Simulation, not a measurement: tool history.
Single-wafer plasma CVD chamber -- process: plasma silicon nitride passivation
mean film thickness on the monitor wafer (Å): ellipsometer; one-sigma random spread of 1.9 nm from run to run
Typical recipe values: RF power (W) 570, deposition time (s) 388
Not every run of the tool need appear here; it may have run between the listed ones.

run,hour,RF power (W),deposition time (s),wafers since the last listed run,hours since the last RF generator calibration,hours since the showerhead was replaced,hours since the gauge calibration,"read-back reference wafer on the same gauge, thickness_nm",mean film thickness on the monitor wafer (Å)
1,0.0,595,388,0,638.3,5952.0,283.5,579.359,5362.01
2,62.5,570,388,193,700.8,6014.5,346.0,578.711,5291.50
3,108.2,570,388,141,746.5,6060.2,391.7,578.728,5298.09
4,162.3,570,388,167,800.6,6114.3,445.8,578.444,5302.83
5,193.5,570,388,96,831.8,6145.5,477.0,578.656,5244.34
6,224.6,570,360,96,862.9,6176.6,508.1,578.632,4846.22
7,263.6,660,359,120,901.9,6215.6,547.1,578.300,5062.98
# hour 304.7: RF generator calibrated
8,320.4,570,388,151,15.7,6272.4,603.9,578.797,5329.77
9,388.0,460,326,209,83.3,6340.0,671.5,579.528,4182.71
# hour 419.4: showerhead replaced
# hour 425.2: gauge calibrated
10,453.5,475,318,178,148.8,34.1,28.3,578.746,4122.69
11,502.1,605,434,150,197.4,82.7,76.9,578.220,6070.82
12,557.6,610,388,172,252.9,138.2,132.4,579.520,5430.38
13,598.1,535,351,125,293.4,178.7,172.9,578.776,4730.38
14,629.2,475,352,96,324.5,209.8,204.0,579.347,4551.96
15,670.9,570,388,129,366.2,251.5,245.7,579.444,5316.97
16,709.2,570,388,118,404.5,289.8,284.0,579.537,5312.72
17,739.9,540,365,95,435.2,320.5,314.7,578.799,4903.69

3 ways to go on from here, each from the tool as it stands after run 17. What would each give?
A,740.4,570,359,1,435.7,321.0,315.2,?,?
B,740.4,570,358,1,435.7,321.0,315.2,?,?
C,740.4,570,460,1,435.7,321.0,315.2,?,?

run,"read-back reference wafer on the same gauge, thickness_nm",mean film thickness on the monitor wafer (Å)
A,578.069,4908.26
B,578.069,4894.59
C,578.069,6289.13
Had the tool no hidden state, the same runs would have come out as:
run,mean film thickness on the monitor wafer (Å)
A,4940.33
B,4926.57
C,6330.23

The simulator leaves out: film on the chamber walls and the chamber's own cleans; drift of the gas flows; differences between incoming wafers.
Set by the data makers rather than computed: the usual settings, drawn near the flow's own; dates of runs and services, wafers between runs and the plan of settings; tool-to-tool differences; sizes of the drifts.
